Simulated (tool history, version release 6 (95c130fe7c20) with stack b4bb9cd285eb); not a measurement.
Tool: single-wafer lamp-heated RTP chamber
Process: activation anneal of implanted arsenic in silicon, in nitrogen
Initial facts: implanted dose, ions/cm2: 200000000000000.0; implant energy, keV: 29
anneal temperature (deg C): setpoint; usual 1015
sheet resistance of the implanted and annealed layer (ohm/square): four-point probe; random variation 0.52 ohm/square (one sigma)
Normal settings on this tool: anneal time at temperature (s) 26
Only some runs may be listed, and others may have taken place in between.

run	hour	anneal temperature (deg C)	anneal time at temperature (s)	wafers since the last listed run	wafers since the last pyrometer calibration	wafers since the reflector plate was cleaned	hours since the gauge calibration	read-back reference wafer on the same gauge, sheet resistance	sheet resistance of the implanted and annealed layer (ohm/square)
1	0.0	1024	26	0	3300	12088	120.2	352.50	344.12
2	35.5	1008	26	366	3666	12455	155.7	352.72	345.35
3	55.7	1015	26	208	3875	12664	175.9	352.78	345.29
4	81.9	1015	26	270	4146	12935	202.1	353.07	345.70
5	106.3	1015	26	252	4398	13187	226.5	353.06	345.97
6	128.4	1015	26	228	4626	13415	248.6	353.62	346.18
# hour 171.3: pyrometer window cleaned and pyrometer calibrated
7	171.8	996	26	365	4	13781	292.0	353.94	348.03
8	181.1	996	26	96	100	13877	301.3	354.10	348.15
9	204.6	1015	22	242	343	14120	324.8	354.39	347.99
10	238.7	1015	22	352	695	14472	358.9	354.82	346.96
# hour 277.8: reflector plate cleaned
11	278.3	1015	26	326	1022	5	398.5	355.37	348.03
12	292.6	996	22	147	1170	153	412.8	355.78	349.92
13	318.2	1004	33	264	1434	417	438.4	356.23	347.76
14	334.4	1015	37	167	1602	585	454.6	356.48	347.37
# hour 347.1: gauge calibrated
15	371.7	1029	15	385	1987	970	24.6	352.90	347.42
16	397.1	1034	26	262	2249	1233	50.0	352.99	343.35
17	426.0	1002	26	298	2548	1531	78.9	353.09	346.32
18	453.2	996	19	281	2829	1812	106.1	353.09	348.02

Predict each of these 3 candidate next runs independently; none follows another, all start after run 18:
A	453.6	1015	26	4	2833	1816	106.5	?	?
B	453.6	1024	33	4	2833	1816	106.5	?	?
C	453.6	1045	19	4	2833	1816	106.5	?	?

run	read-back reference wafer on the same gauge, sheet resistance	sheet resistance of the implanted and annealed layer (ohm/square)
A	353.13	346.37
B	353.13	344.57
C	353.13	345.04
Had the tool no hidden state, the same runs would have come out as:
run	sheet resistance of the implanted and annealed layer (ohm/square)
A	345.31
B	343.51
C	343.98
